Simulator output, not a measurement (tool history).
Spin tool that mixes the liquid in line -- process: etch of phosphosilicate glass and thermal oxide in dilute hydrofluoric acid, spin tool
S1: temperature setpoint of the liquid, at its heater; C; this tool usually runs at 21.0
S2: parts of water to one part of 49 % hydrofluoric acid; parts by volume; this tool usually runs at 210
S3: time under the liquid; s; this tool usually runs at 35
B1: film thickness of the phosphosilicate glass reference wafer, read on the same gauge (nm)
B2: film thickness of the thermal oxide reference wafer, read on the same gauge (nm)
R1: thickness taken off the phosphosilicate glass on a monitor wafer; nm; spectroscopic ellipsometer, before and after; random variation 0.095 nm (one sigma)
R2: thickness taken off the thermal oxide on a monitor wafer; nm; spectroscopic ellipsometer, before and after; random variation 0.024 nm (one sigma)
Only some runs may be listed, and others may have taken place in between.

| run | hour | S1 | S2 | S3 | B1 | B2 | R1 | R2 |
|---|---|---|---|---|---|---|---|---|
| 1 | 0.0 | 20.0 | 210 | 35 | 95.74 | 76.578 | 11.71 | 0.545 |
| 2 | 53.9 | 21.0 | 210 | 35 | 95.67 | 76.543 | 12.27 | 0.605 |
| 3 | 100.0 | 21.0 | 210 | 35 | 95.63 | 76.489 | 12.18 | 0.629 |
|  | 151.2 | gauge calibrated |
| 4 | 165.1 | 21.0 | 210 | 35 | 99.77 | 79.761 | 12.61 | 0.675 |
| 5 | 221.3 | 21.0 | 210 | 35 | 99.16 | 79.273 | 12.55 | 0.621 |
|  | 257.0 | thermometer replaced |
| 6 | 328.9 | 25.5 | 210 | 50 | 98.17 | 78.500 | 20.96 | 1.119 |
| 7 | 385.7 | 21.0 | 155 | 35 | 97.76 | 78.181 | 17.72 | 0.910 |
| 8 | 411.4 | 21.0 | 210 | 55 | 97.60 | 78.081 | 19.60 | 0.965 |
| 9 | 446.0 | 18.0 | 155 | 35 | 97.41 | 77.894 | 15.58 | 0.836 |
| 10 | 509.6 | 25.5 | 300 | 50 | 97.10 | 77.637 | 13.46 | 0.706 |
| 11 | 550.7 | 21.0 | 210 | 35 | 96.90 | 77.542 | 12.45 | 0.622 |
| 12 | 616.7 | 21.0 | 210 | 35 | 96.72 | 77.331 | 12.36 | 0.596 |
| 13 | 749.5 | 23.0 | 135 | 45 | 96.34 | 77.052 | 29.05 | 1.411 |
| 14 | 816.9 | 21.0 | 210 | 35 | 96.18 | 76.913 | 12.20 | 0.616 |
|  | 876.0 | hydrofluoric acid flow meter replaced |
| 15 | 888.1 | 19.5 | 210 | 35 | 96.06 | 76.858 | 11.50 | 0.616 |
| 16 | 933.3 | 21.0 | 210 | 35 | 95.97 | 76.769 | 12.31 | 0.630 |
| 17 | 983.7 | 21.0 | 155 | 35 | 95.89 | 76.758 | 17.34 | 0.892 |
| 18 | 1028.3 | 21.0 | 285 | 15 | 95.88 | 76.673 | 3.60 | 0.178 |
| 19 | 1073.9 | 23.5 | 210 | 40 | 95.81 | 76.659 | 15.40 | 0.784 |
| 20 | 1115.7 | 22.5 | 285 | 45 | 95.76 | 76.660 | 11.27 | 0.583 |
| 21 | 1153.8 | 25.5 | 210 | 35 | 95.75 | 76.626 | 14.51 | 0.717 |
| 22 | 1220.2 | 17.0 | 210 | 35 | 95.71 | 76.623 | 10.36 | 0.507 |
| 23 | 1245.8 | 24.5 | 210 | 35 | 95.71 | 76.558 | 14.01 | 0.648 |
| 24 | 1280.4 | 18.0 | 210 | 25 | 95.67 | 76.554 | 7.79 | 0.381 |
| 25 | 1340.1 | 21.0 | 210 | 35 | 95.69 | 76.509 | 11.96 | 0.619 |

Hidden state or all else? Some run-to-run changes of R1, split into what the settings, what came in and random variation would give without the hidden state, and what is left for the hidden state (with any gauge scatter that isn't in both results):
The tool's hidden condition here consists of: liquid colder than its thermometer reads (K); hydrofluoric acid flow above the setpoint (%); gauge reads high (%).
Run 12 -> 13: S1 21.0 -> 23.0, S2 210 -> 135, S3 35 -> 45. R1 +16.69 nm: hidden state -0.70, all else +17.39.
Run 13 -> 14: S1 23.0 -> 21.0, S2 135 -> 210, S3 45 -> 35. R1 -16.85 nm: hidden state +0.63, all else -17.48.

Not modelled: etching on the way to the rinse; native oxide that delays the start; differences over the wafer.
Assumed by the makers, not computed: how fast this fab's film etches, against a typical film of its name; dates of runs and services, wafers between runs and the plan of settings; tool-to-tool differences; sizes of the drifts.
